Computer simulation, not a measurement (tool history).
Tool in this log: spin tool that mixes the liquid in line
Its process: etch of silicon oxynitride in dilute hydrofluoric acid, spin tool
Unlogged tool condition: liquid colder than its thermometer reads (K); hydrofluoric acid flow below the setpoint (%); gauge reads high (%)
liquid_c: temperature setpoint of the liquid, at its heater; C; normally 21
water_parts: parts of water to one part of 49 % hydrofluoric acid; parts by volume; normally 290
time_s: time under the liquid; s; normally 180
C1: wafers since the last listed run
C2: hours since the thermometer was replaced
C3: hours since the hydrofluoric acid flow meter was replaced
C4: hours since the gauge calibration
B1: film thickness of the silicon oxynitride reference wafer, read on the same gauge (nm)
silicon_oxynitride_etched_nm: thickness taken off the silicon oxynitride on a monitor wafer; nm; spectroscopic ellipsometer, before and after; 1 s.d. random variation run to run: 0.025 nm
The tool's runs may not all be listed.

Run 1, day 0: usual settings but time_s 135 s; C1 0; C2 2009.4; C3 2455.9; C4 464.4; B1 90.001. Result: silicon_oxynitride_etched_nm 1.168 nm.
Run 2, day 0.579: usual settings but liquid_c 19.5 C; C1 114; C2 2023.3; C3 2469.8; C4 478.3; B1 89.986. Result: silicon_oxynitride_etched_nm 1.437 nm.
Run 3, day 1.154: usual settings but liquid_c 19.5 C; C1 113; C2 2037.1; C3 2483.6; C4 492.1; B1 89.986. Result: silicon_oxynitride_etched_nm 1.427 nm.
Run 4, day 2.588: usual settings but liquid_c 19.5 C; C1 283; C2 2071.5; C3 2518; C4 526.5; B1 89.987. Result: silicon_oxynitride_etched_nm 1.483 nm.
Run 5, day 4.058: usual settings; C1 291; C2 2106.8; C3 2553.3; C4 561.8; B1 89.996. Result: silicon_oxynitride_etched_nm 1.536 nm.
Run 6, day 4.967: usual settings; C1 179; C2 2128.6; C3 2575.1; C4 583.6; B1 89.984. Result: silicon_oxynitride_etched_nm 1.541 nm.
Run 7, day 5.667: usual settings; C1 138; C2 2145.4; C3 2591.9; C4 600.4; B1 89.981. Result: silicon_oxynitride_etched_nm 1.582 nm.
Run 8, day 6.862: usual settings; C1 236; C2 2174.1; C3 2620.6; C4 629.1; B1 89.998. Result: silicon_oxynitride_etched_nm 1.571 nm.
Run 9, day 8.167: usual settings; C1 258; C2 2205.4; C3 2651.9; C4 660.4; B1 89.998. Result: silicon_oxynitride_etched_nm 1.556 nm.
Run 10, day 9.462: usual settings; C1 256; C2 2236.5; C3 2683; C4 691.5; B1 90.002. Result: silicon_oxynitride_etched_nm 1.539 nm.
At day 9.75: gauge calibrated.
At day 10.088: hydrofluoric acid flow meter replaced.
Run 11, day 10.575: usual settings; C1 211; C2 2263.2; C3 11.7; C4 19.8; B1 89.999. Result: silicon_oxynitride_etched_nm 1.595 nm.
Run 12, day 12.029: usual settings; C1 287; C2 2298.1; C3 46.6; C4 54.7; B1 89.996. Result: silicon_oxynitride_etched_nm 1.55 nm.
At day 12.442: thermometer replaced.
Run 13, day 13.238: usual settings; C1 230; C2 19.1; C3 75.6; C4 83.7; B1 89.998. Result: silicon_oxynitride_etched_nm 1.535 nm.
Run 14, day 14.696: usual settings; C1 288; C2 54.1; C3 110.6; C4 118.7; B1 89.997. Result: silicon_oxynitride_etched_nm 1.589 nm.
Run 15, day 16.312: usual settings but liquid_c 17 C; C1 319; C2 92.9; C3 149.4; C4 157.5; B1 89.99. Result: silicon_oxynitride_etched_nm 1.316 nm.
Run 16, day 17.471: usual settings but liquid_c 18.5 C, water_parts 245 parts by volume; C1 229; C2 120.7; C3 177.2; C4 185.3; B1 89.997. Result: silicon_oxynitride_etched_nm 1.696 nm.
Run 17, day 18.088: usual settings but liquid_c 17.5 C, water_parts 330 parts by volume, time_s 230 s; C1 122; C2 135.5; C3 192; C4 200.1; B1 89.992. Result: silicon_oxynitride_etched_nm 1.505 nm.
Run 18, day 19.454: usual settings; C1 270; C2 168.3; C3 224.8; C4 232.9; B1 90.011. Result: silicon_oxynitride_etched_nm 1.561 nm.
Run 19, day 20.212: usual settings but liquid_c 23.5 C, water_parts 210 parts by volume; C1 150; C2 186.5; C3 243; C4 251.1; B1 89.997. Result: silicon_oxynitride_etched_nm 2.572 nm.
Run 20, day 20.942: usual settings; C1 144; C2 204; C3 260.5; C4 268.6; B1 90. Result: silicon_oxynitride_etched_nm 1.6 nm.
Run 21, day 21.783: usual settings; C1 166; C2 224.2; C3 280.7; C4 288.8; B1 89.99. Result: silicon_oxynitride_etched_nm 1.57 nm.
Run 22, day 23.004: usual settings but liquid_c 24 C, water_parts 350 parts by volume, time_s 125 s; C1 241; C2 253.5; C3 310; C4 318.1; B1 90.002. Result: silicon_oxynitride_etched_nm 0.989 nm.
Run 23, day 24.288: usual settings but liquid_c 22.5 C, water_parts 380 parts by volume; C1 253; C2 284.3; C3 340.8; C4 348.9; B1 90.022. Result: silicon_oxynitride_etched_nm 1.197 nm.

For run 24, what comes out?
Run 24, day 25.588: usual settings but liquid_c 23 C, water_parts 395 parts by volume, time_s 270 s; C1 257; C2 315.5; C3 372; C4 380.1; B1 ?. Result: silicon_oxynitride_etched_nm ?.

Run 24 gave B1 90.015, silicon_oxynitride_etched_nm 1.798 nm.
If the tool had no hidden condition, the same run with the same run-to-run variation would have returned silicon_oxynitride_etched_nm 1.798 nm.
